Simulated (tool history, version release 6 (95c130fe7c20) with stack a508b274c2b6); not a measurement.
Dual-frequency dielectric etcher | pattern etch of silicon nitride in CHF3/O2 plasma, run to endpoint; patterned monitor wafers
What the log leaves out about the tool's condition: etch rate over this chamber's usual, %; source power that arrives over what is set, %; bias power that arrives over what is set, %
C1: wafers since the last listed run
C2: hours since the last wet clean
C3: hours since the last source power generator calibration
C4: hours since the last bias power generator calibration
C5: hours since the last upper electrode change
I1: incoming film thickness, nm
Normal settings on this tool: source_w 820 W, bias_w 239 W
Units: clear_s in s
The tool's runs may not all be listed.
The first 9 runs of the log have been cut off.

{"run": 10, "hour": 746.6, "source_w": 820, "bias_w": 239, "C1": 1099, "C2": 149.6, "C3": 1482.9, "C4": 2952, "C5": 2335.5, "I1": 56.9, "clear_s": 28.1}
{"run": 11, "hour": 834.4, "source_w": 820, "bias_w": 202, "C1": 1276, "C2": 237.4, "C3": 1570.7, "C4": 3039.8, "C5": 2423.3, "I1": 56.9, "clear_s": 30.4}
{"run": 12, "hour": 905.0, "source_w": 820, "bias_w": 202, "C1": 1026, "C2": 308, "C3": 1641.3, "C4": 3110.4, "C5": 2493.9, "I1": 56.6, "clear_s": 30.2}
{"run": 13, "hour": 960.2, "source_w": 820, "bias_w": 202, "C1": 802, "C2": 363.2, "C3": 1696.5, "C4": 3165.6, "C5": 2549.1, "I1": 56.2, "clear_s": 29.6}
{"run": 14, "hour": 1047.3, "source_w": 820, "bias_w": 255, "C1": 1266, "C2": 450.3, "C3": 1783.6, "C4": 3252.7, "C5": 2636.2, "I1": 56.8, "clear_s": 27.6}
{"hour": 1113.1, "done": "wet clean of the chamber"}
{"hour": 1138.4, "done": "source power generator calibrated"}
{"run": 15, "hour": 1150.7, "source_w": 820, "bias_w": 255, "C1": 1096, "C2": 37.6, "C3": 12.3, "C4": 3356.1, "C5": 2739.6, "I1": 56.5, "clear_s": 28}
{"run": 16, "hour": 1208.3, "source_w": 820, "bias_w": 198, "C1": 837, "C2": 95.2, "C3": 69.9, "C4": 3413.7, "C5": 2797.2, "I1": 57, "clear_s": 29.9}
{"run": 17, "hour": 1295.1, "source_w": 820, "bias_w": 225, "C1": 1262, "C2": 182, "C3": 156.7, "C4": 3500.5, "C5": 2884, "I1": 56.6, "clear_s": 28.5}
{"run": 18, "hour": 1345.7, "source_w": 820, "bias_w": 277, "C1": 735, "C2": 232.6, "C3": 207.3, "C4": 3551.1, "C5": 2934.6, "I1": 56.5, "clear_s": 26.4}
{"run": 19, "hour": 1643.2, "source_w": 700, "bias_w": 198, "C1": 4325, "C2": 530.1, "C3": 504.8, "C4": 3848.6, "C5": 3232.1, "I1": 56.5, "clear_s": 32.1}
{"hour": 1705.1, "done": "wet clean of the chamber"}
{"run": 20, "hour": 1738.9, "source_w": 820, "bias_w": 223, "C1": 1042, "C2": 33.8, "C3": 600.5, "C4": 3944.3, "C5": 3327.8, "I1": 56.6, "clear_s": 29.4}

For run 21, what comes out?
{"run": 21, "hour": 1790.6, "source_w": 630, "bias_w": 239, "C1": 751, "C2": 85.5, "C3": 652.2, "C4": 3996, "C5": 3379.5, "I1": 56.9, "clear_s": "?"}

Run 21 yielded clear_s 34.3 s.
On a tool with no hidden condition, and with the same random variation, this run would have come out at clear_s 34.6 s.
